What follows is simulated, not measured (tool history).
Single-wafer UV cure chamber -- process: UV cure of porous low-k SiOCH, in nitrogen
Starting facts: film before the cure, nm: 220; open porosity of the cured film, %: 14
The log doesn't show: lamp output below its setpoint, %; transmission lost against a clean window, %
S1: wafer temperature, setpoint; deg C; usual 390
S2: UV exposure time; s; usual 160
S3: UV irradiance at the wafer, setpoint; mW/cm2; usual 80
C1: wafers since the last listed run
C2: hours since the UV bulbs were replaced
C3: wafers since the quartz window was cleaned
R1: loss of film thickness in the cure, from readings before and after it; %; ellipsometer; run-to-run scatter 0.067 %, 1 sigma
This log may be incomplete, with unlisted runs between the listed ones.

| run | hour | S1 | S2 | S3 | C1 | C2 | C3 | R1 |
|---|---|---|---|---|---|---|---|---|
| 1 | 0.0 | 390 | 160 | 80 | 0 | 1165.8 | 6766 | 7.764 |
| 2 | 96.4 | 390 | 160 | 80 | 1611 | 1262.2 | 8377 | 7.734 |
| 3 | 156.5 | 390 | 160 | 80 | 1004 | 1322.3 | 9382 | 7.863 |
|  | 181.7 | UV bulbs replaced |
| 4 | 218.2 | 390 | 160 | 80 | 897 | 36.5 | 10280 | 7.814 |
| 5 | 268.9 | 390 | 160 | 80 | 847 | 87.2 | 11127 | 7.770 |
|  | 303.1 | quartz window cleaned |
| 6 | 354.8 | 390 | 160 | 80 | 1302 | 173.1 | 864 | 7.939 |
| 7 | 459.4 | 390 | 160 | 80 | 1748 | 277.7 | 2612 | 7.827 |
| 8 | 528.3 | 401 | 160 | 69 | 1151 | 346.6 | 3764 | 7.431 |
| 9 | 601.9 | 390 | 160 | 80 | 1230 | 420.2 | 4994 | 7.864 |
| 10 | 685.4 | 390 | 160 | 80 | 1395 | 503.7 | 6390 | 7.727 |
| 11 | 721.5 | 390 | 160 | 80 | 603 | 539.8 | 6994 | 7.719 |
| 12 | 815.6 | 390 | 160 | 80 | 1573 | 633.9 | 8567 | 7.804 |
| 13 | 861.9 | 390 | 160 | 80 | 774 | 680.2 | 9341 | 7.796 |
|  | 899.0 | quartz window cleaned |
| 14 | 928.2 | 390 | 160 | 80 | 974 | 746.5 | 487 | 7.935 |
| 15 | 978.7 | 390 | 160 | 80 | 844 | 797.0 | 1331 | 7.914 |
| 16 | 1021.0 | 390 | 160 | 80 | 707 | 839.3 | 2038 | 8.011 |
| 17 | 1114.8 | 390 | 160 | 80 | 1568 | 933.1 | 3606 | 7.796 |
| 18 | 1199.2 | 390 | 160 | 80 | 1410 | 1017.5 | 5017 | 7.782 |
| 19 | 1296.3 | 390 | 160 | 80 | 1623 | 1114.6 | 6640 | 7.775 |
| 20 | 1377.8 | 390 | 160 | 80 | 1362 | 1196.1 | 8003 | 7.904 |
| 21 | 1454.3 | 390 | 160 | 80 | 1278 | 1272.6 | 9282 | 7.802 |
|  | 1506.3 | UV bulbs replaced |
| 22 | 1547.9 | 390 | 160 | 66 | 1430 | 41.6 | 10713 | 7.096 |
|  | 1579.0 | quartz window cleaned |
| 23 | 1648.5 | 390 | 110 | 80 | 1548 | 142.2 | 1161 | 6.553 |
| 24 | 1698.9 | 390 | 160 | 80 | 842 | 192.6 | 2003 | 8.001 |
| 25 | 1761.0 | 390 | 160 | 80 | 1038 | 254.7 | 3041 | 7.821 |
| 26 | 1844.2 | 403 | 135 | 57 | 1390 | 337.9 | 4432 | 6.173 |
| 27 | 1951.3 | 390 | 160 | 80 | 1790 | 445.0 | 6223 | 7.881 |
| 28 | 2049.8 | 390 | 220 | 67 | 1646 | 543.5 | 7869 | 8.369 |
| 29 | 2099.3 | 390 | 160 | 80 | 827 | 593.0 | 8697 | 7.731 |
| 30 | 2178.4 | 390 | 160 | 80 | 1322 | 672.1 | 10019 | 7.821 |
| 31 | 2232.0 | 390 | 160 | 80 | 896 | 725.7 | 10915 | 7.825 |
| 32 | 2277.4 | 400 | 160 | 80 | 758 | 771.1 | 11674 | 7.927 |
|  | 2360.4 | quartz window cleaned |
| 33 | 2371.9 | 397 | 160 | 100 | 1446 | 865.6 | 191 | 8.976 |
| 34 | 2473.2 | 390 | 160 | 80 | 1693 | 966.9 | 1885 | 7.956 |
| 35 | 2576.1 | 390 | 160 | 80 | 1720 | 1069.8 | 3605 | 7.855 |
| 36 | 2655.8 | 390 | 160 | 100 | 1332 | 1149.5 | 4937 | 8.661 |
| 37 | 2707.7 | 390 | 160 | 54 | 867 | 1201.4 | 5805 | 6.354 |
| 38 | 2757.7 | 384 | 80 | 80 | 835 | 1251.4 | 6641 | 5.218 |
| 39 | 2808.9 | 390 | 160 | 80 | 855 | 1302.6 | 7497 | 7.617 |
| 40 | 2903.7 | 390 | 235 | 80 | 1584 | 1397.4 | 9081 | 9.147 |
|  | 2928.2 | UV bulbs replaced |
|  | 2968.1 | quartz window cleaned |
| 41 | 2968.6 | 401 | 195 | 80 | 817 | 40.4 | 7 | 9.022 |
| 42 | 3056.0 | 390 | 220 | 54 | 1461 | 127.8 | 1469 | 7.587 |
| 43 | 3143.7 | 370 | 160 | 80 | 1466 | 215.5 | 2935 | 7.644 |
| 44 | 3246.9 | 408 | 80 | 80 | 1725 | 318.7 | 4660 | 5.554 |
| 45 | 3299.3 | 379 | 160 | 80 | 875 | 371.1 | 5536 | 7.648 |
| 46 | 3374.6 | 390 | 160 | 80 | 1258 | 446.4 | 6795 | 7.908 |
| 47 | 3439.0 | 380 | 160 | 80 | 1076 | 510.8 | 7871 | 7.563 |

Predict each of these 5 candidate next runs independently; none follows another, all start after run 47:
| A | 3439.4 | 390 | 160 | 80 | 6 | 511.2 | 7878 | ? |
| B | 3439.4 | 396 | 130 | 53 | 6 | 511.2 | 7878 | ? |
| C | 3439.4 | 390 | 250 | 80 | 6 | 511.2 | 7878 | ? |
| D | 3439.4 | 371 | 95 | 47 | 6 | 511.2 | 7878 | ? |
| E | 3439.4 | 390 | 105 | 40 | 6 | 511.2 | 7878 | ? |

| run | R1 |
|---|---|
| A | 7.675 |
| B | 5.551 |
| C | 9.404 |
| D | 3.892 |
| E | 3.937 |
Stripped of hidden state, with their random variation kept, the same runs would have yielded:
| run | R1 |
|---|---|
| A | 7.934 |
| B | 5.783 |
| C | 9.679 |
| D | 4.087 |
| E | 4.134 |

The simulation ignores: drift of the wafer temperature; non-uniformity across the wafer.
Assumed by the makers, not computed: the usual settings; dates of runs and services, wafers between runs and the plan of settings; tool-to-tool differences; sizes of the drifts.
